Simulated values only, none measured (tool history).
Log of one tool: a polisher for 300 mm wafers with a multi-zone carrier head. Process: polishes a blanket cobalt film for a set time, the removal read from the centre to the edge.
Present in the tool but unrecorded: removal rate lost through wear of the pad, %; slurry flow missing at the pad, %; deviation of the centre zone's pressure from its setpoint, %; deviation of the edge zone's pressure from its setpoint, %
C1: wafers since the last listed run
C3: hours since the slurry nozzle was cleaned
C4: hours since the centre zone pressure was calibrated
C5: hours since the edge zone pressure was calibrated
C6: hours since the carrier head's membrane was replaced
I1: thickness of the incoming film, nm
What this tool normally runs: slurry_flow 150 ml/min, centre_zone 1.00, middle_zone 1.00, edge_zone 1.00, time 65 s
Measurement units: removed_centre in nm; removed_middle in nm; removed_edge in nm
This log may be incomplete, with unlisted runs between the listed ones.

{"run": 1, "hour": 0.0, "slurry_flow": 150, "centre_zone": 1.04, "middle_zone": 1.0, "edge_zone": 1.0, "time": 65, "C1": 0, "wafers polished on this pad": 2037, "C3": 729.8, "C4": 457.9, "C5": 712.2, "C6": 534.6, "I1": 1557.7, "removed_centre": 297.5, "removed_middle": 323.7, "removed_edge": 311.2}
{"hour": 24.9, "done": "worn pad replaced by a new one, of another model than before"}
{"run": 2, "hour": 31.8, "slurry_flow": 150, "centre_zone": 1.04, "middle_zone": 1.0, "edge_zone": 1.0, "time": 65, "C1": 323, "wafers polished on this pad": 79, "C3": 761.6, "C4": 489.7, "C5": 744.0, "C6": 566.4, "I1": 1556.6, "removed_centre": 286.7, "removed_middle": 320.4, "removed_edge": 309.6}
{"hour": 51.0, "done": "carrier head's membrane replaced by a new one"}
{"run": 3, "hour": 60.0, "slurry_flow": 150, "centre_zone": 1.04, "middle_zone": 1.0, "edge_zone": 1.0, "time": 65, "C1": 269, "wafers polished on this pad": 349, "C3": 789.8, "C4": 517.9, "C5": 772.2, "C6": 9.0, "I1": 1538.7, "removed_centre": 293.2, "removed_middle": 320.7, "removed_edge": 309.8}
{"run": 4, "hour": 75.4, "slurry_flow": 150, "centre_zone": 1.0, "middle_zone": 1.0, "edge_zone": 1.0, "time": 65, "C1": 179, "wafers polished on this pad": 529, "C3": 805.2, "C4": 533.3, "C5": 787.6, "C6": 24.4, "I1": 1546.2, "removed_centre": 281.3, "removed_middle": 328.0, "removed_edge": 305.2}
{"run": 5, "hour": 92.8, "slurry_flow": 150, "centre_zone": 1.0, "middle_zone": 1.0, "edge_zone": 1.0, "time": 65, "C1": 202, "wafers polished on this pad": 731, "C3": 822.6, "C4": 550.7, "C5": 805.0, "C6": 41.8, "I1": 1536.4, "removed_centre": 274.4, "removed_middle": 320.2, "removed_edge": 308.5}
{"run": 6, "hour": 110.9, "slurry_flow": 190, "centre_zone": 1.0, "middle_zone": 1.0, "edge_zone": 0.91, "time": 76, "C1": 210, "wafers polished on this pad": 942, "C3": 840.7, "C4": 568.8, "C5": 823.1, "C6": 59.9, "I1": 1516.3, "removed_centre": 347.9, "removed_middle": 385.5, "removed_edge": 346.6}
{"run": 7, "hour": 134.2, "slurry_flow": 135, "centre_zone": 1.06, "middle_zone": 1.0, "edge_zone": 1.0, "time": 50, "C1": 271, "wafers polished on this pad": 1213, "C3": 864.0, "C4": 592.1, "C5": 846.4, "C6": 83.2, "I1": 1540.4, "removed_centre": 217.4, "removed_middle": 245.1, "removed_edge": 236.7}
{"hour": 145.1, "done": "slurry nozzle cleaned"}
{"run": 8, "hour": 168.6, "slurry_flow": 150, "centre_zone": 1.0, "middle_zone": 0.88, "edge_zone": 1.09, "time": 65, "C1": 388, "wafers polished on this pad": 1601, "C3": 23.5, "C4": 626.5, "C5": 880.8, "C6": 117.6, "I1": 1570.3, "removed_centre": 276.0, "removed_middle": 288.6, "removed_edge": 325.8}
{"hour": 179.7, "done": "worn pad replaced by a new one"}
{"run": 9, "hour": 189.4, "slurry_flow": 105, "centre_zone": 1.0, "middle_zone": 0.93, "edge_zone": 1.0, "time": 65, "C1": 195, "wafers polished on this pad": 113, "C3": 44.3, "C4": 647.3, "C5": 901.6, "C6": 138.4, "I1": 1562.4, "removed_centre": 249.3, "removed_middle": 268.4, "removed_edge": 283.8}
{"run": 10, "hour": 212.8, "slurry_flow": 150, "centre_zone": 1.0, "middle_zone": 0.9, "edge_zone": 0.92, "time": 65, "C1": 272, "wafers polished on this pad": 385, "C3": 67.7, "C4": 670.7, "C5": 925.0, "C6": 161.8, "I1": 1564.5, "removed_centre": 277.3, "removed_middle": 291.8, "removed_edge": 296.8}
{"hour": 249.6, "done": "centre zone pressure recalibrated"}
{"hour": 309.2, "done": "edge zone pressure recalibrated"}
{"run": 11, "hour": 311.2, "slurry_flow": 150, "centre_zone": 1.0, "middle_zone": 1.0, "edge_zone": 1.0, "time": 86, "C1": 1098, "wafers polished on this pad": 1483, "C3": 166.1, "C4": 61.6, "C5": 2.0, "C6": 260.2, "I1": 1551.0, "removed_centre": 405.3, "removed_middle": 431.2, "removed_edge": 409.2}
{"run": 12, "hour": 341.7, "slurry_flow": 170, "centre_zone": 1.0, "middle_zone": 1.0, "edge_zone": 1.0, "time": 65, "C1": 354, "wafers polished on this pad": 1838, "C3": 196.6, "C4": 92.1, "C5": 32.5, "C6": 290.7, "I1": 1523.2, "removed_centre": 320.0, "removed_middle": 328.8, "removed_edge": 317.5}
{"hour": 367.9, "done": "worn pad replaced by a new one"}
{"run": 13, "hour": 371.0, "slurry_flow": 150, "centre_zone": 1.0, "middle_zone": 1.0, "edge_zone": 1.0, "time": 65, "C1": 294, "wafers polished on this pad": 35, "C3": 225.9, "C4": 121.4, "C5": 61.8, "C6": 320.0, "I1": 1563.5, "removed_centre": 302.9, "removed_middle": 318.2, "removed_edge": 299.3}
{"run": 14, "hour": 383.2, "slurry_flow": 150, "centre_zone": 1.1, "middle_zone": 1.0, "edge_zone": 1.0, "time": 65, "C1": 141, "wafers polished on this pad": 177, "C3": 238.1, "C4": 133.6, "C5": 74.0, "C6": 332.2, "I1": 1522.4, "removed_centre": 334.0, "removed_middle": 317.8, "removed_edge": 310.3}
{"run": 15, "hour": 402.7, "slurry_flow": 150, "centre_zone": 1.0, "middle_zone": 1.0, "edge_zone": 1.0, "time": 65, "C1": 226, "wafers polished on this pad": 404, "C3": 257.6, "C4": 153.1, "C5": 93.5, "C6": 351.7, "I1": 1547.8, "removed_centre": 297.8, "removed_middle": 322.4, "removed_edge": 308.2}
{"run": 16, "hour": 416.8, "slurry_flow": 150, "centre_zone": 1.0, "middle_zone": 1.1, "edge_zone": 1.0, "time": 54, "C1": 164, "wafers polished on this pad": 568, "C3": 271.7, "C4": 167.2, "C5": 107.6, "C6": 365.8, "I1": 1544.4, "removed_centre": 245.4, "removed_middle": 293.6, "removed_edge": 251.1}
{"run": 17, "hour": 437.4, "slurry_flow": 195, "centre_zone": 0.91, "middle_zone": 1.0, "edge_zone": 1.12, "time": 48, "C1": 239, "wafers polished on this pad": 808, "C3": 292.3, "C4": 187.8, "C5": 128.2, "C6": 386.4, "I1": 1529.6, "removed_centre": 210.7, "removed_middle": 251.0, "removed_edge": 243.9}
{"run": 18, "hour": 454.6, "slurry_flow": 185, "centre_zone": 1.0, "middle_zone": 1.0, "edge_zone": 1.0, "time": 65, "C1": 200, "wafers polished on this pad": 1008, "C3": 309.5, "C4": 205.0, "C5": 145.4, "C6": 403.6, "I1": 1543.5, "removed_centre": 307.6, "removed_middle": 331.2, "removed_edge": 312.3}
{"run": 19, "hour": 487.9, "slurry_flow": 170, "centre_zone": 1.0, "middle_zone": 0.93, "edge_zone": 1.0, "time": 65, "C1": 387, "wafers polished on this pad": 1395, "C3": 342.8, "C4": 238.3, "C5": 178.7, "C6": 436.9, "I1": 1541.5, "removed_centre": 301.4, "removed_middle": 312.0, "removed_edge": 322.0}
{"run": 20, "hour": 503.1, "slurry_flow": 135, "centre_zone": 1.06, "middle_zone": 1.0, "edge_zone": 1.0, "time": 50, "C1": 176, "wafers polished on this pad": 1572, "C3": 358.0, "C4": 253.5, "C5": 193.9, "C6": 452.1, "I1": 1528.5, "removed_centre": 233.7, "removed_middle": 234.9, "removed_edge": 231.0}
{"run": 21, "hour": 538.3, "slurry_flow": 150, "centre_zone": 1.0, "middle_zone": 1.0, "edge_zone": 1.0, "time": 65, "C1": 409, "wafers polished on this pad": 1982, "C3": 393.2, "C4": 288.7, "C5": 229.1, "C6": 487.3, "I1": 1513.9, "removed_centre": 283.4, "removed_middle": 323.2, "removed_edge": 300.7}
{"hour": 551.6, "done": "worn pad replaced by a new one"}
{"run": 22, "hour": 572.3, "slurry_flow": 190, "centre_zone": 1.0, "middle_zone": 1.0, "edge_zone": 1.0, "time": 65, "C1": 349, "wafers polished on this pad": 241, "C3": 427.2, "C4": 322.7, "C5": 263.1, "C6": 521.3, "I1": 1541.3, "removed_centre": 304.4, "removed_middle": 338.6, "removed_edge": 311.0}

Predict each of these 4 candidate next runs independently; none follows another, all start after run 22:
{"run": "A", "hour": 572.7, "slurry_flow": 150, "centre_zone": 1.0, "middle_zone": 1.0, "edge_zone": 1.0, "time": 65, "C1": 4, "wafers polished on this pad": 246, "C3": 427.6, "C4": 323.1, "C5": 263.5, "C6": 521.7, "I1": 1530.8, "removed_centre": "?", "removed_middle": "?", "removed_edge": "?"}
{"run": "B", "hour": 572.7, "slurry_flow": 150, "centre_zone": 1.0, "middle_zone": 1.0, "edge_zone": 0.95, "time": 65, "C1": 4, "wafers polished on this pad": 246, "C3": 427.6, "C4": 323.1, "C5": 263.5, "C6": 521.7, "I1": 1530.8, "removed_centre": "?", "removed_middle": "?", "removed_edge": "?"}
{"run": "C", "hour": 572.7, "slurry_flow": 105, "centre_zone": 1.0, "middle_zone": 1.0, "edge_zone": 1.0, "time": 57, "C1": 4, "wafers polished on this pad": 246, "C3": 427.6, "C4": 323.1, "C5": 263.5, "C6": 521.7, "I1": 1530.8, "removed_centre": "?", "removed_middle": "?", "removed_edge": "?"}
{"run": "D", "hour": 572.7, "slurry_flow": 150, "centre_zone": 1.11, "middle_zone": 1.0, "edge_zone": 1.0, "time": 53, "C1": 4, "wafers polished on this pad": 246, "C3": 427.6, "C4": 323.1, "C5": 263.5, "C6": 521.7, "I1": 1530.8, "removed_centre": "?", "removed_middle": "?", "removed_edge": "?"}

run=A removed_centre=284.0 removed_middle=319.0 removed_edge=308.3
run=B removed_centre=284.0 removed_middle=319.0 removed_edge=300.9
run=C removed_centre=222.6 removed_middle=253.6 removed_edge=252.5
run=D removed_centre=257.5 removed_middle=260.0 removed_edge=251.4
Had the tool no hidden state, the same runs would have come out as:
run=A removed_centre=313.6 removed_middle=318.9 removed_edge=308.3
run=B removed_centre=313.6 removed_middle=318.9 removed_edge=300.9
run=C removed_centre=245.7 removed_middle=253.5 removed_edge=252.5
run=D removed_centre=284.0 removed_middle=259.8 removed_edge=251.4

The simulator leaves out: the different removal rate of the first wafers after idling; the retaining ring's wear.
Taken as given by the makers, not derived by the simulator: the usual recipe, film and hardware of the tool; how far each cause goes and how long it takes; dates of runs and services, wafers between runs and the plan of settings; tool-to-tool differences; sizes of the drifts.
